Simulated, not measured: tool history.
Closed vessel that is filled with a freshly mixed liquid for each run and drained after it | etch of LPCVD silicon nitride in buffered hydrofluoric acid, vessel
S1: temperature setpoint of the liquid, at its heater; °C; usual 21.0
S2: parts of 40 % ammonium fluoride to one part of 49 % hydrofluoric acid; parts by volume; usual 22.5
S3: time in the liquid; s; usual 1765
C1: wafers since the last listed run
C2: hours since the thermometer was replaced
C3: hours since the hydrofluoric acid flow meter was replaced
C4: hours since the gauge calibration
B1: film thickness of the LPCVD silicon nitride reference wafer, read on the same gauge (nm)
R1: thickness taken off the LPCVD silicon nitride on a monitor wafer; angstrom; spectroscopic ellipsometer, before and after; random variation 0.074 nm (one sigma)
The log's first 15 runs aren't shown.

run 16 hour=237.3 | S1=25.0 S2=22.5 S3=1765 | C1=587 C2=45.0 C3=118.2 C4=34.2 | B1=150.01 | R1=114.6
run 17 hour=244.4 | S1=18.0 S2=30.0 S3=1765 | C1=283 C2=52.1 C3=125.3 C4=41.3 | B1=150.01 | R1=64.1
run 18 hour=258.4 | S1=19.5 S2=14.5 S3=2455 | C1=559 C2=66.1 C3=139.3 C4=55.3 | B1=149.99 | R1=174.9
run 19 hour=308.7 | S1=21.0 S2=22.5 S3=2725 | C1=2009 C2=116.4 C3=189.6 C4=105.6 | B1=149.97 | R1=140.3
run 20 hour=320.0 | S1=17.0 S2=27.0 S3=1325 | C1=451 C2=127.7 C3=200.9 C4=116.9 | B1=149.99 | R1=47.8
run 21 hour=332.1 | S1=24.0 S2=22.5 S3=715 | C1=483 C2=139.8 C3=213.0 C4=129.0 | B1=150.00 | R1=44.2
run 22 hour=344.9 | S1=21.0 S2=22.5 S3=2155 | C1=511 C2=152.6 C3=225.8 C4=141.8 | B1=150.00 | R1=112.9
run 23 hour=361.2 | S1=18.5 S2=22.5 S3=1230 | C1=651 C2=168.9 C3=242.1 C4=158.1 | B1=150.02 | R1=54.5
run 24 hour=375.8 | S1=21.0 S2=22.5 S3=1765 | C1=583 C2=183.5 C3=256.7 C4=172.7 | B1=150.00 | R1=92.4
run 25 hour=390.3 | S1=23.5 S2=14.0 S3=2230 | C1=579 C2=198.0 C3=271.2 C4=187.2 | B1=150.01 | R1=206.3
run 26 hour=405.7 | S1=23.5 S2=30.0 S3=1465 | C1=615 C2=213.4 C3=286.6 C4=202.6 | B1=150.00 | R1=72.2
run 27 hour=413.1 | S1=21.0 S2=22.5 S3=1765 | C1=295 C2=220.8 C3=294.0 C4=210.0 | B1=150.03 | R1=91.2
run 28 hour=427.7 | S1=21.0 S2=22.5 S3=1765 | C1=583 C2=235.4 C3=308.6 C4=224.6 | B1=149.99 | R1=91.2
run 29 hour=441.7 | S1=25.0 S2=15.0 S3=2035 | C1=559 C2=249.4 C3=322.6 C4=238.6 | B1=149.98 | R1=189.6
run 30 hour=448.4 | S1=17.0 S2=15.5 S3=900 | C1=267 C2=256.1 C3=329.3 C4=245.3 | B1=150.02 | R1=51.3
run 31 hour=465.8 | S1=21.0 S2=22.5 S3=1765 | C1=695 C2=273.5 C3=346.7 C4=262.7 | B1=150.01 | R1=89.9
run 32 hour=479.3 | S1=21.0 S2=22.5 S3=1765 | C1=539 C2=287.0 C3=360.2 C4=276.2 | B1=150.01 | R1=90.9

4 ways to go on from here, each from the tool as it stands after run 32. What would each give?
run A hour=480.4 | S1=21.0 S2=22.5 S3=1765 | C1=43 C2=288.1 C3=361.3 C4=277.3 | B1=? | R1=?
run B hour=480.4 | S1=18.5 S2=26.5 S3=2765 | C1=43 C2=288.1 C3=361.3 C4=277.3 | B1=? | R1=?
run C hour=480.4 | S1=23.0 S2=27.0 S3=1765 | C1=43 C2=288.1 C3=361.3 C4=277.3 | B1=? | R1=?
run D hour=480.4 | S1=21.0 S2=27.0 S3=1765 | C1=43 C2=288.1 C3=361.3 C4=277.3 | B1=? | R1=?

run=A B1=150.00 R1=90.2
run=B B1=150.00 R1=109.6
run=C B1=150.00 R1=89.0
run=D B1=150.00 R1=79.5
Without the tool's hidden state the same runs would have given:
run=A R1=94.3
run=B R1=114.6
run=C R1=92.9
run=D R1=83.1

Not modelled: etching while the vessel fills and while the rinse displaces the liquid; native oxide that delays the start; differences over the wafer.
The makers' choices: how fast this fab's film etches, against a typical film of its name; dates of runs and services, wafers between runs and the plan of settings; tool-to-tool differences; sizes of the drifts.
